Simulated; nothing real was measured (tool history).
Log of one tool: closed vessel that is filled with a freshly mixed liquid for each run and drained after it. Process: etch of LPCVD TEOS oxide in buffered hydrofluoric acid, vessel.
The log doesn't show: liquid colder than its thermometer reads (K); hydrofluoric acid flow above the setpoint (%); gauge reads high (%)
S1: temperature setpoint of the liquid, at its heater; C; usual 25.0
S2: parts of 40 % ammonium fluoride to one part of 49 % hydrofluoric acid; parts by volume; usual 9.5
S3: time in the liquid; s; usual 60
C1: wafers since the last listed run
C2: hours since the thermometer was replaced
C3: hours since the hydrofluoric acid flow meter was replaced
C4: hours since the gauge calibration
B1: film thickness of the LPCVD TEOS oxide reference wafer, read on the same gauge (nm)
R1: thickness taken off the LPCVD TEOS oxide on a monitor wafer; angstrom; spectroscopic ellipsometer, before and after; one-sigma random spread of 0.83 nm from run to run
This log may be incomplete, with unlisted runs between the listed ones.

Run 1, hour 0.0: usual settings; C1 0; C2 429.5; C3 1611.8; C4 238.9; B1 70.00. Result: R1 1104.6 angstrom.
Run 2, hour 29.3: usual settings; C1 3972; C2 458.8; C3 1641.1; C4 268.2; B1 70.00. Result: R1 1100.3 angstrom.
Run 3, hour 61.6: usual settings but S2 8.0 parts by volume; C1 4379; C2 491.1; C3 1673.4; C4 300.5; B1 69.99. Result: R1 1296.2 angstrom.
Run 4, hour 79.7: usual settings but S2 8.0 parts by volume; C1 2454; C2 509.2; C3 1691.5; C4 318.6; B1 69.98. Result: R1 1283.9 angstrom.
Run 5, hour 98.0: usual settings; C1 2481; C2 527.5; C3 1709.8; C4 336.9; B1 69.98. Result: R1 1109.3 angstrom.
At hour 108.3: thermometer replaced.
At hour 121.9: gauge calibrated.
Run 6, hour 122.8: usual settings; C1 3226; C2 14.5; C3 1734.6; C4 0.9; B1 70.00. Result: R1 1088.0 angstrom.
At hour 137.5: hydrofluoric acid flow meter replaced.
Run 7, hour 155.5: usual settings; C1 4298; C2 47.2; C3 18.0; C4 33.6; B1 70.01. Result: R1 1109.7 angstrom.
Run 8, hour 167.7: usual settings but S1 28.5 C, S3 35 s; C1 1654; C2 59.4; C3 30.2; C4 45.8; B1 70.02. Result: R1 769.1 angstrom.
Run 9, hour 192.7: usual settings; C1 3389; C2 84.4; C3 55.2; C4 70.8; B1 69.98. Result: R1 1115.9 angstrom.
Run 10, hour 213.4: usual settings but S2 13.5 parts by volume, S3 45 s; C1 2806; C2 105.1; C3 75.9; C4 91.5; B1 69.99. Result: R1 596.6 angstrom.
Run 11, hour 229.1: usual settings but S2 13.5 parts by volume, S3 45 s; C1 2128; C2 120.8; C3 91.6; C4 107.2; B1 69.99. Result: R1 590.8 angstrom.
Run 12, hour 244.9: usual settings but S1 27.5 C, S2 6.5 parts by volume, S3 80 s; C1 2142; C2 136.6; C3 107.4; C4 123.0; B1 70.00. Result: R1 2411.5 angstrom.
Run 13, hour 277.5: usual settings but S1 27.0 C, S2 8.5 parts by volume; C1 4420; C2 169.2; C3 140.0; C4 155.6; B1 69.99. Result: R1 1354.7 angstrom.

Run 14 is up next; what results do you expect?
Run 14, hour 305.5: usual settings but S2 7.0 parts by volume; C1 3796; C2 197.2; C3 168.0; C4 183.6; B1 ?. Result: R1 ?.

{"run 14": {"B1": 70.0, "R1": 1495.1}}
Take away the tool's hidden state, keep the run-to-run variation as it was, and the same run would have given R1 1495.1 angstrom.
